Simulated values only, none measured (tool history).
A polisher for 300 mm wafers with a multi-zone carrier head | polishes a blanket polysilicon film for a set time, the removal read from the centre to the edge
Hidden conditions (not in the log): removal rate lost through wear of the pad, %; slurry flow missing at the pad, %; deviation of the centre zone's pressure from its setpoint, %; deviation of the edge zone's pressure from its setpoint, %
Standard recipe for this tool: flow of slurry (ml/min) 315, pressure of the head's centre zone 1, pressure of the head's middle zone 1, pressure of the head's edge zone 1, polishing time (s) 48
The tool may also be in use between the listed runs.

run	hour	flow of slurry (ml/min)	pressure of the head's centre zone	pressure of the head's middle zone	pressure of the head's edge zone	polishing time (s)	wafers since the last listed run	wafers polished on this pad	hours since the slurry nozzle was cleaned	hours since the centre zone pressure was calibrated	hours since the edge zone pressure was calibrated	hours since the carrier head's membrane was replaced	incoming thickness of the incoming film, nm	film removed at the wafer's centre (angstrom)	film removed at mid-radius (angstrom)	film removed at the wafer's edge (angstrom)
1	0	315	1	1	1	48	0	5590	188.3	327.4	487.4	406	1642.4	2525	2463	2520
# hour 37.6: worn pad replaced by a new one
2	76.4	385	1	1	1	48	762	408	264.7	403.8	563.8	482.4	1624	2566	2490	2542
3	128	315	1	1	1	48	543	952	316.3	455.4	615.4	534	1601.1	2509	2402	2546
4	167.8	315	0.91	1	1	48	419	1371	356.1	495.2	655.2	573.8	1612.3	2266	2436	2514
5	207.4	315	0.96	1	1	64	417	1788	395.7	534.8	694.8	613.4	1615.8	3206	3216	3303
# hour 257.7: edge zone pressure recalibrated
6	261.3	270	1	1	1	48	546	2335	449.6	588.7	3.6	667.3	1600.7	2420	2416	2546
7	363.6	210	1.08	1.1	1	48	1077	3413	551.9	691	105.9	769.6	1643.7	2574	2508	2463
# hour 403.1: centre zone pressure recalibrated
8	420.3	315	1	1	1	42	576	3989	608.6	17.2	162.6	826.3	1623.7	2204	2111	2250
# hour 504.5: slurry nozzle cleaned
9	514.9	315	1	1	1	48	986	4975	10.4	111.8	257.2	920.9	1652.3	2572	2491	2567
10	593	315	0.93	1	0.96	58	822	5798	88.5	189.9	335.3	999	1628.9	2859	2991	3051
# hour 731.9: worn pad replaced by a new one
11	845.2	315	1	1	1	48	2614	1193	340.7	442.1	587.5	1251.2	1636.6	2467	2432	2491
# hour 878.6: edge zone pressure recalibrated
# hour 1001.2: centre zone pressure recalibrated
# hour 1069.2: carrier head's membrane replaced by a new one
12	1149	355	1	1.1	1	48	3105	4299	644.5	147.8	270.4	79.8	1612.8	2476	2598	2441
# hour 1204.4: slurry nozzle cleaned
13	1242	315	1	1	1	48	969	5268	37.6	240.8	363.4	172.8	1609.5	2569	2482	2547
14	1346.2	315	0.94	1	1	48	1097	6366	141.8	345	467.6	277	1619.4	2413	2457	2537
# hour 1386.3: worn pad replaced by a new one
15	1415.1	390	1	1	1	48	683	302	210.7	413.9	536.5	345.9	1623.3	2547	2490	2639
16	1506.5	315	1	1	1	48	962	1265	302.1	505.3	627.9	437.3	1601.9	2510	2431	2530
17	1555.7	355	1	1.08	0.9	40	518	1784	351.3	554.5	677.1	486.5	1624.9	2090	2186	2075
# hour 1578.4: edge zone pressure recalibrated
# hour 1607.3: centre zone pressure recalibrated
18	1638.1	315	1.06	1	1	39	825	2610	433.7	30.8	59.7	568.9	1622.2	2133	1981	2017
19	1682.4	350	1	1.05	0.97	56	466	3076	478	75.1	104	613.2	1629.1	2915	2933	2936
20	1720.2	315	1.05	1.11	0.89	48	398	3475	515.8	112.9	141.8	651	1637.9	2604	2650	2382
21	1767.4	315	1	1	0.93	63	497	3972	563	160.1	189	698.2	1660.7	3227	3208	3239

5 ways to go on from here, each from the tool as it stands after run 21. What would each give?
A	1767.8	245	1	1	1	48	4	3976	563.4	160.5	189.4	698.6	1635.3	?	?	?
B	1767.8	315	1	1	0.96	34	4	3976	563.4	160.5	189.4	698.6	1635.3	?	?	?
C	1767.8	240	1.06	1	1	34	4	3976	563.4	160.5	189.4	698.6	1635.3	?	?	?
D	1767.8	210	1	1	1.08	48	4	3976	563.4	160.5	189.4	698.6	1635.3	?	?	?
E	1767.8	420	1	0.9	1	35	4	3976	563.4	160.5	189.4	698.6	1635.3	?	?	?

run	film removed at the wafer's centre (angstrom)	film removed at mid-radius (angstrom)	film removed at the wafer's edge (angstrom)
A	2456	2370	2525
B	1781	1715	1782
C	1841	1675	1786
D	2419	2338	2596
E	1879	1653	1905
Without the tool's hidden state the same runs would have given:
run	film removed at the wafer's centre (angstrom)	film removed at mid-radius (angstrom)	film removed at the wafer's edge (angstrom)
A	2571	2469	2604
B	1853	1776	1830
C	1929	1746	1842
D	2543	2445	2684
E	1941	1702	1948

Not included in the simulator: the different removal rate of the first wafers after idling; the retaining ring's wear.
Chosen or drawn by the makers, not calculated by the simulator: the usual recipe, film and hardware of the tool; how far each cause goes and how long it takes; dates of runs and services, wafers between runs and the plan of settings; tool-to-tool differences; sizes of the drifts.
